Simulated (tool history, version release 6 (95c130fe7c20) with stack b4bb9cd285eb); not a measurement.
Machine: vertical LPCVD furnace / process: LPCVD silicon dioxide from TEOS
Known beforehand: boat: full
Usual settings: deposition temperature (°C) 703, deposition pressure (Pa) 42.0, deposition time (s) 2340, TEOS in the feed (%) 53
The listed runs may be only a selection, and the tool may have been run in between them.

run,hour,deposition temperature (°C),deposition pressure (Pa),deposition time (s),TEOS in the feed (%),wafers since the last listed run,hours since the last temperature calibration,hours since the pressure gauge was zeroed,hours since the TEOS flow controller was replaced,hours since the gauge calibration,"read-back reference wafer on the same gauge, thickness",film thickness on the monitor wafer in the middle of the boat (nm)
1,0.0,703,42.0,2340,53,0,2597.3,3132.4,3921.8,328.1,261.53,298.53
2,24.5,703,42.0,2340,57,474,2621.8,3156.9,3946.3,352.6,261.65,310.53
3,74.2,703,42.0,2340,57,963,2671.5,3206.6,3996.0,402.3,261.91,310.11
4,107.8,703,42.0,2340,61,651,2705.1,3240.2,4029.6,435.9,262.04,319.68
5,139.6,703,42.0,2340,61,616,2736.9,3272.0,4061.4,467.7,262.03,319.86
6,174.7,703,47.3,2910,53,680,2772.0,3307.1,4096.5,502.8,262.35,394.31
7,241.7,703,47.3,2910,53,1298,2839.0,3374.1,4163.5,569.8,261.90,392.85
8,273.8,703,42.0,2340,53,622,2871.1,3406.2,4195.6,601.9,261.81,297.03
# hour 340.3: pressure gauge zeroed
# hour 388.2: thermocouples replaced and temperature profile calibrated
9,441.2,703,42.0,2340,53,2313,53.0,100.9,4363.0,769.3,261.74,286.25
10,484.3,703,42.0,2340,53,835,96.1,144.0,4406.1,812.4,261.70,287.45
11,556.1,703,42.0,2340,53,1391,167.9,215.8,4477.9,884.2,261.85,286.88
# hour 602.6: gauge calibrated
12,615.5,703,42.0,2340,53,1151,227.3,275.2,4537.3,12.9,262.20,285.37
13,653.2,703,42.0,2340,53,730,265.0,312.9,4575.0,50.6,261.90,289.48
14,710.2,691,46.7,2760,56,1104,322.0,369.9,4632.0,107.6,261.89,278.64
15,736.1,703,42.0,2340,53,501,347.9,395.8,4657.9,133.5,261.81,289.90
16,794.7,703,33.3,2100,53,1135,406.5,454.4,4716.5,192.1,261.70,231.32
17,823.8,712,42.0,2340,53,563,435.6,483.5,4745.6,221.2,262.09,356.83
18,882.9,703,42.0,1830,50,1145,494.7,542.6,4804.7,280.3,262.08,220.21
19,950.6,703,33.3,2640,53,1311,562.4,610.3,4872.4,348.0,262.08,293.05
20,984.6,693,42.0,2340,53,658,596.4,644.3,4906.4,382.0,262.16,229.52
21,1033.1,693,42.0,2010,58,939,644.9,692.8,4954.9,430.5,261.97,208.11
22,1060.4,709,46.7,2010,53,528,672.2,720.1,4982.2,457.8,262.11,302.33
23,1109.8,703,42.0,2340,53,957,721.6,769.5,5031.6,507.2,262.16,292.08
# hour 1135.3: TEOS flow controller replaced
24,1170.7,703,42.0,2340,53,715,782.5,830.4,35.4,568.1,261.69,291.90
25,1213.2,703,42.0,2340,53,823,825.0,872.9,77.9,610.6,261.96,294.89
26,1247.4,703,42.0,3060,45,662,859.2,907.1,112.1,644.8,261.85,352.96
27,1276.5,703,38.0,2340,53,563,888.3,936.2,141.2,673.9,261.67,278.51
28,1343.6,693,42.0,2340,45,1300,955.4,1003.3,208.3,741.0,261.65,214.03
29,1396.4,703,42.0,2340,60,1023,1008.2,1056.1,261.1,793.8,262.06,312.80
30,1458.4,692,42.0,3210,53,1201,1070.2,1118.1,323.1,855.8,261.89,312.33
31,1504.8,697,48.7,3270,47,899,1116.6,1164.5,369.5,902.2,261.96,361.25

Below, some changes in film thickness on the monitor wafer in the middle of the boat (nm) between adjacent runs. For each, the amount present without the hidden state too (settings, incoming material, random variation) and the amount remaining for the hidden state with gauge scatter not shared by both compared results:
The tool's hidden condition here consists of: true tube temperature minus thermocouple reading, K; true pressure minus gauge reading, mTorr; deviation of the TEOS flow from its setpoint, %; gauge reads high (%).
Run 5 -> 6: deposition pressure (Pa) 42.0 -> 47.3, deposition time (s) 2340 -> 2910, TEOS in the feed (%) 61 -> 53. film thickness on the monitor wafer in the middle of the boat (nm) +74.45: hidden state +3.70, all else +70.75.
Run 7 -> 8: deposition pressure (Pa) 47.3 -> 42.0, deposition time (s) 2910 -> 2340. film thickness on the monitor wafer in the middle of the boat (nm) -95.82: hidden state -4.72, all else -91.10.
Run 8 -> 9: pressure gauge zeroed, thermocouples replaced and temperature profile calibrated. film thickness on the monitor wafer in the middle of the boat (nm) -10.78: hidden state -13.28, all else +2.50.
Run 16 -> 17: deposition temperature (°C) 703 -> 712, deposition pressure (Pa) 33.3 -> 42.0, deposition time (s) 2100 -> 2340. film thickness on the monitor wafer in the middle of the boat (nm) +125.51: hidden state +2.50, all else +123.01.
Run 17 -> 18: deposition temperature (°C) 712 -> 703, deposition time (s) 2340 -> 1830, TEOS in the feed (%) 53 -> 50. film thickness on the monitor wafer in the middle of the boat (nm) -136.62: hidden state -2.13, all else -134.49.
Run 28 -> 29: deposition temperature (°C) 693 -> 703, TEOS in the feed (%) 45 -> 60. film thickness on the monitor wafer in the middle of the boat (nm) +98.77: hidden state +3.30, all else +95.47.

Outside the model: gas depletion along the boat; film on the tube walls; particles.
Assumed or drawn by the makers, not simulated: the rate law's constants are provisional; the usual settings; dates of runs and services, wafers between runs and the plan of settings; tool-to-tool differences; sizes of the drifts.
